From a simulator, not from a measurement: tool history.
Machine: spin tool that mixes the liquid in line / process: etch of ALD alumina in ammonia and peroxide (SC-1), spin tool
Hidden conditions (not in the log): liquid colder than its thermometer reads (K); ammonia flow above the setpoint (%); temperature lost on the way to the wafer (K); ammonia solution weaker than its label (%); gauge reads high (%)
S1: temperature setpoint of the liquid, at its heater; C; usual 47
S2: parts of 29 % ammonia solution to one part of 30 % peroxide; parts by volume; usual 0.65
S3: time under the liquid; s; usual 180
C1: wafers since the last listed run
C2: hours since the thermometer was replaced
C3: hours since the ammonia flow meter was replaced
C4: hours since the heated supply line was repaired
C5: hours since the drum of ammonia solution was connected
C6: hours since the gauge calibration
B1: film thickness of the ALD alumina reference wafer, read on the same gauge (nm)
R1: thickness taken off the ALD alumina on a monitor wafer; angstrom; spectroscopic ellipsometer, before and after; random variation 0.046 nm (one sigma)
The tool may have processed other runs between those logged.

{"run": 1, "hour": 0.0, "S1": 47, "S2": 0.85, "S3": 105, "C1": 0, "C2": 211.2, "C3": 525.8, "C4": 778.7, "C5": 497, "C6": 855.8, "B1": 150, "R1": 62.8}
{"run": 2, "hour": 14.0, "S1": 47, "S2": 0.65, "S3": 180, "C1": 122, "C2": 225.2, "C3": 539.8, "C4": 792.7, "C5": 511, "C6": 869.8, "B1": 149.99, "R1": 104.6}
{"run": 3, "hour": 44.2, "S1": 38.5, "S2": 0.65, "S3": 180, "C1": 264, "C2": 255.4, "C3": 570, "C4": 822.9, "C5": 541.2, "C6": 900, "B1": 149.99, "R1": 64.1}
{"run": 4, "hour": 66.6, "S1": 47, "S2": 0.65, "S3": 210, "C1": 196, "C2": 277.8, "C3": 592.4, "C4": 845.3, "C5": 563.6, "C6": 922.4, "B1": 150.04, "R1": 121.8}
{"hour": 93.1, "done": "gauge calibrated"}
{"run": 5, "hour": 100.7, "S1": 47, "S2": 0.45, "S3": 115, "C1": 298, "C2": 311.9, "C3": 626.5, "C4": 879.4, "C5": 597.7, "C6": 7.6, "B1": 150.01, "R1": 63.9}
{"hour": 112.0, "done": "heated supply line repaired"}
{"run": 6, "hour": 123.3, "S1": 42.5, "S2": 0.65, "S3": 75, "C1": 189, "C2": 334.5, "C3": 649.1, "C4": 11.3, "C5": 620.3, "C6": 30.2, "B1": 149.98, "R1": 34.9}
{"run": 7, "hour": 155.5, "S1": 47, "S2": 0.65, "S3": 180, "C1": 282, "C2": 366.7, "C3": 681.3, "C4": 43.5, "C5": 652.5, "C6": 62.4, "B1": 149.94, "R1": 107.7}
{"run": 8, "hour": 185.2, "S1": 47, "S2": 0.75, "S3": 180, "C1": 260, "C2": 396.4, "C3": 711, "C4": 73.2, "C5": 682.2, "C6": 92.1, "B1": 149.95, "R1": 109.1}
{"run": 9, "hour": 201.5, "S1": 47, "S2": 0.75, "S3": 265, "C1": 142, "C2": 412.7, "C3": 727.3, "C4": 89.5, "C5": 698.5, "C6": 108.4, "B1": 149.97, "R1": 160.4}
{"hour": 206.9, "done": "ammonia flow meter replaced"}
{"run": 10, "hour": 234.9, "S1": 54, "S2": 0.65, "S3": 230, "C1": 283, "C2": 446.1, "C3": 28, "C4": 122.9, "C5": 731.9, "C6": 141.8, "B1": 150.02, "R1": 202.9}
{"run": 11, "hour": 258.4, "S1": 57, "S2": 0.65, "S3": 180, "C1": 205, "C2": 469.6, "C3": 51.5, "C4": 146.4, "C5": 755.4, "C6": 165.3, "B1": 150, "R1": 187.1}
{"hour": 287.5, "done": "new drum of ammonia solution connected"}
{"run": 12, "hour": 288.7, "S1": 47, "S2": 0.65, "S3": 180, "C1": 256, "C2": 499.9, "C3": 81.8, "C4": 176.7, "C5": 1.2, "C6": 195.6, "B1": 149.95, "R1": 107.9}

What does the tool deliver on the next run?
{"run": 13, "hour": 306.0, "S1": 47, "S2": 0.55, "S3": 130, "C1": 151, "C2": 517.2, "C3": 99.1, "C4": 194, "C5": 18.5, "C6": 212.9, "B1": "?", "R1": "?"}

B1: 150
R1: 76 angstrom
Were there no unlogged condition in the tool, this run, its random variation unchanged, would have produced R1 76.8 angstrom.

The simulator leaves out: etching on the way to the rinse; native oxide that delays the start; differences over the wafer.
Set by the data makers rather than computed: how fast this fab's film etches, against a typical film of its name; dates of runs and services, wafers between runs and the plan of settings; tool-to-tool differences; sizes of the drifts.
